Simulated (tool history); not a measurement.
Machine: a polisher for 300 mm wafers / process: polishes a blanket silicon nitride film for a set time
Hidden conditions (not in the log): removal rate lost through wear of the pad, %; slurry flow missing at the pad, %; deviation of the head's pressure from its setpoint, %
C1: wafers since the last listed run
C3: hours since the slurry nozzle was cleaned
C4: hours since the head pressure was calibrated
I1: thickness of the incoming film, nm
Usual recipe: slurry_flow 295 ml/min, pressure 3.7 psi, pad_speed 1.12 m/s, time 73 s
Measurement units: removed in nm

run 1 hour=0.0 | slurry_flow=295 pressure=3.7 pad_speed=1.12 time=73 | C1=0 wafers_polished_on_this_pad=2800 C3=221.5 C4=850.7 | I1=409.8 | removed=116.2
-- hour=8.0 head pressure recalibrated
-- hour=71.1 worn pad replaced by a new one
run 2 hour=91.7 | slurry_flow=295 pressure=3.7 pad_speed=1.12 time=73 | C1=1137 wafers_polished_on_this_pad=273 C3=313.2 C4=83.7 | I1=403.2 | removed=123.1
run 3 hour=150.6 | slurry_flow=295 pressure=3.7 pad_speed=1.12 time=73 | C1=781 wafers_polished_on_this_pad=1055 C3=372.1 C4=142.6 | I1=409.6 | removed=118.7
run 4 hour=218.5 | slurry_flow=295 pressure=4.0 pad_speed=1.12 time=73 | C1=901 wafers_polished_on_this_pad=1957 C3=440.0 C4=210.5 | I1=404.2 | removed=126.9
run 5 hour=301.2 | slurry_flow=295 pressure=4.0 pad_speed=1.12 time=73 | C1=1097 wafers_polished_on_this_pad=3054 C3=522.7 C4=293.2 | I1=408.5 | removed=123.5
-- hour=392.4 worn pad replaced by a new one
run 6 hour=415.0 | slurry_flow=295 pressure=4.0 pad_speed=1.12 time=73 | C1=1457 wafers_polished_on_this_pad=300 C3=636.5 C4=407.0 | I1=406.9 | removed=130.4
-- hour=631.8 slurry nozzle cleaned
-- hour=725.5 worn pad replaced by a new one
run 7 hour=726.0 | slurry_flow=295 pressure=3.7 pad_speed=1.12 time=86 | C1=4062 wafers_polished_on_this_pad=6 C3=94.2 C4=718.0 | I1=414.2 | removed=151.6
run 8 hour=797.6 | slurry_flow=295 pressure=3.7 pad_speed=1.12 time=86 | C1=950 wafers_polished_on_this_pad=956 C3=165.8 C4=789.6 | I1=411.9 | removed=143.2
run 9 hour=837.4 | slurry_flow=295 pressure=3.7 pad_speed=1.12 time=73 | C1=528 wafers_polished_on_this_pad=1485 C3=205.6 C4=829.4 | I1=411.8 | removed=118.8
run 10 hour=922.3 | slurry_flow=295 pressure=3.7 pad_speed=0.90 time=73 | C1=1127 wafers_polished_on_this_pad=2612 C3=290.5 C4=914.3 | I1=410.5 | removed=98.8
-- hour=977.1 head pressure recalibrated
run 11 hour=998.9 | slurry_flow=295 pressure=2.4 pad_speed=1.12 time=73 | C1=990 wafers_polished_on_this_pad=3602 C3=367.1 C4=21.8 | I1=408.3 | removed=80.9
-- hour=1048.5 worn pad replaced by a new one
run 12 hour=1068.2 | slurry_flow=210 pressure=4.5 pad_speed=0.84 time=91 | C1=866 wafers_polished_on_this_pad=261 C3=436.4 C4=91.1 | I1=407.4 | removed=143.2
run 13 hour=1126.8 | slurry_flow=205 pressure=3.7 pad_speed=1.12 time=81 | C1=777 wafers_polished_on_this_pad=1039 C3=495.0 C4=149.7 | I1=406.4 | removed=132.9
run 14 hour=1217.6 | slurry_flow=205 pressure=3.7 pad_speed=1.12 time=73 | C1=1205 wafers_polished_on_this_pad=2244 C3=585.8 C4=240.5 | I1=406.7 | removed=113.2
run 15 hour=1299.5 | slurry_flow=245 pressure=3.1 pad_speed=1.42 time=73 | C1=1087 wafers_polished_on_this_pad=3332 C3=667.7 C4=322.4 | I1=416.1 | removed=119.3
-- hour=1355.7 slurry nozzle cleaned
-- hour=1363.4 worn pad replaced by a new one
run 16 hour=1378.3 | slurry_flow=295 pressure=3.7 pad_speed=1.12 time=90 | C1=979 wafers_polished_on_this_pad=198 C3=22.6 C4=401.2 | I1=414.0 | removed=154.5
run 17 hour=1461.3 | slurry_flow=385 pressure=3.7 pad_speed=1.46 time=81 | C1=1101 wafers_polished_on_this_pad=1300 C3=105.6 C4=484.2 | I1=418.3 | removed=173.7

Predict each of these 5 candidate next runs independently; none follows another, all start after run 17:
run A hour=1461.7 | slurry_flow=295 pressure=3.7 pad_speed=1.12 time=73 | C1=5 wafers_polished_on_this_pad=1305 C3=106.0 C4=484.6 | I1=411.6 | removed=?
run B hour=1461.7 | slurry_flow=355 pressure=3.7 pad_speed=1.30 time=99 | C1=5 wafers_polished_on_this_pad=1305 C3=106.0 C4=484.6 | I1=411.6 | removed=?
run C hour=1461.7 | slurry_flow=295 pressure=3.7 pad_speed=1.36 time=73 | C1=5 wafers_polished_on_this_pad=1305 C3=106.0 C4=484.6 | I1=411.6 | removed=?
run D hour=1461.7 | slurry_flow=335 pressure=3.7 pad_speed=1.12 time=73 | C1=5 wafers_polished_on_this_pad=1305 C3=106.0 C4=484.6 | I1=411.6 | removed=?
run E hour=1461.7 | slurry_flow=295 pressure=3.7 pad_speed=1.00 time=73 | C1=5 wafers_polished_on_this_pad=1305 C3=106.0 C4=484.6 | I1=411.6 | removed=?

run=A removed=120.7
run=B removed=186.8
run=C removed=141.0
run=D removed=121.8
run=E removed=110.2
The same runs, with their run-to-run variation unchanged, on a tool lacking any hidden condition would have given:
run=A removed=130.0
run=B removed=201.3
run=C removed=151.9
run=D removed=131.2
run=E removed=118.8

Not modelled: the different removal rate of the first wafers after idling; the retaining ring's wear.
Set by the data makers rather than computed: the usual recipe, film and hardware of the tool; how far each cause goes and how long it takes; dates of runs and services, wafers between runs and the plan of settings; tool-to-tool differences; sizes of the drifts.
